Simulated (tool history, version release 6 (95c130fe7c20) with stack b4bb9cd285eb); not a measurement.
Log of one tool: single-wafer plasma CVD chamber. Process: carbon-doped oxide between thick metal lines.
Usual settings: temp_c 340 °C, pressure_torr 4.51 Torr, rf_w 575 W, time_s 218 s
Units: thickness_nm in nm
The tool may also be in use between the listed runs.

run   hour  temp_c  pressure_torr  rf_w  time_s  wafers since the last listed run  hours since the last thermocouple change  hours since the last RF generator calibration  hours since the last manometer calibration  hours since the showerhead was replaced  hours since the gauge calibration  read-back reference wafer on the same gauge, thickness_nm  thickness_nm
  1      0     336           4.51   575     185                                 0                                      10.6                                          941.4                                      1317.8                                   7905.8                              523.7                                                   1282.605      1039.336
        14  -- capacitance manometer re-zeroed and calibrated
  2   15.2     340           4.51   575     218                                43                                      25.8                                          956.6                                         1.2                                     7921                              538.9                                                   1277.396      1204.754
  3   24.6     340           4.51   575     218                                56                                      35.2                                            966                                        10.6                                   7930.4                              548.3                                                   1280.179      1211.932
      31.6  -- gauge calibrated
      45.8  -- showerhead replaced
  4   46.3     340           4.51   575     218                                82                                      56.9                                          987.7                                        32.3                                      0.5                               14.7                                                   1277.881      1214.237
  5   59.6     340           4.51   575     218                                80                                      70.2                                           1001                                        45.6                                     13.8                                 28                                                   1282.512      1202.162
  6   68.6     351           4.51   575     218                                54                                      79.2                                           1010                                        54.6                                     22.8                                 37                                                     1280.4      1162.719
  7   75.7     340           4.51   670     218                                42                                      86.3                                         1017.1                                        61.7                                     29.9                               44.1                                                    1280.89      1312.869
  8   85.4     328            5.4   640     204                                58                                        96                                         1026.8                                        71.4                                     39.6                               53.8                                                   1279.527      1271.917
  9     93     340           4.51   575     218                                45                                     103.6                                         1034.4                                          79                                     47.2                               61.4                                                   1281.426      1214.945
 10  104.5     349           4.51   575     250                                69                                     115.1                                         1045.9                                        90.5                                     58.7                               72.9                                                   1278.262      1352.052
 11  111.4     333           4.51   575     183                                41                                       122                                         1052.8                                        97.4                                     65.6                               79.8                                                    1280.88      1037.212
 12  125.7     334            5.5   525     240                                86                                     136.3                                         1067.1                                       111.7                                     79.9                               94.1                                                   1276.434      1303.307
     135.2  -- RF generator calibrated
 13  141.7     340           4.51   575     218                                48                                     152.3                                            6.5                                       127.7                                     95.9                              110.1                                                   1282.785      1208.264
 14    158     328           4.12   495     218                                98                                     168.6                                           22.8                                         144                                    112.2                              126.4                                                   1280.766      1145.301
 15  170.1     340           4.51   575     194                                73                                     180.7                                           34.9                                       156.1                                    124.3                              138.5                                                   1279.464      1077.979
 16  186.2     349           4.51   575     218                                97                                     196.8                                             51                                       172.2                                    140.4                              154.6                                                   1275.495      1169.449
 17  194.4     326           4.51   575     218                                49                                       205                                           59.2                                       180.4                                    148.6                              162.8                                                   1280.472      1270.746
 18  205.7     340           4.51   675     218                                68                                     216.3                                           70.5                                       191.7                                    159.9                              174.1                                                   1278.167       1316.84
 19  212.1     340           4.51   575     218                                38                                     222.7                                           76.9                                       198.1                                    166.3                              180.5                                                   1283.577      1193.582
 20  228.1     340           4.51   575     218                                96                                     238.7                                           92.9                                       214.1                                    182.3                              196.5                                                   1280.488      1209.354
 21    238     340           4.51   575     218                                59                                     248.6                                          102.8                                         224                                    192.2                              206.4                                                   1277.872      1190.672
 22  254.4     340           4.51   575     218                                99                                       265                                          119.2                                       240.4                                    208.6                              222.8                                                   1278.662      1194.829
 23  269.8     340           4.51   575     218                                93                                     280.4                                          134.6                                       255.8                                      224                              238.2                                                   1282.541      1205.928
 24  284.8     345           4.07   515     241                                90                                     295.4                                          149.6                                       270.8                                      239                              253.2                                                   1275.317      1221.057
 25  294.2     340           4.51   660     249                                56                                     304.8                                            159                                       280.2                                    248.4                              262.6                                                   1277.513      1478.628
 26  302.4     340           4.51   605     218                                49                                       313                                          167.2                                       288.4                                    256.6                              270.8                                                   1279.984      1238.419
 27    314     352           5.02   510     183                                70                                     324.6                                          178.8                                         300                                    268.2                              282.4                                                   1278.376         923.9

The next listed run, before its measurement:
 28  325.4     335           4.51   645     218                                68                                       336                                          190.2                                       311.4                                    279.6                              293.8                                                          ?             ?

read-back reference wafer on the same gauge, thickness_nm: 1279.497
thickness_nm: 1296.71 nm
Without the tool's hidden state the same run would have given thickness_nm 1296.71 nm.

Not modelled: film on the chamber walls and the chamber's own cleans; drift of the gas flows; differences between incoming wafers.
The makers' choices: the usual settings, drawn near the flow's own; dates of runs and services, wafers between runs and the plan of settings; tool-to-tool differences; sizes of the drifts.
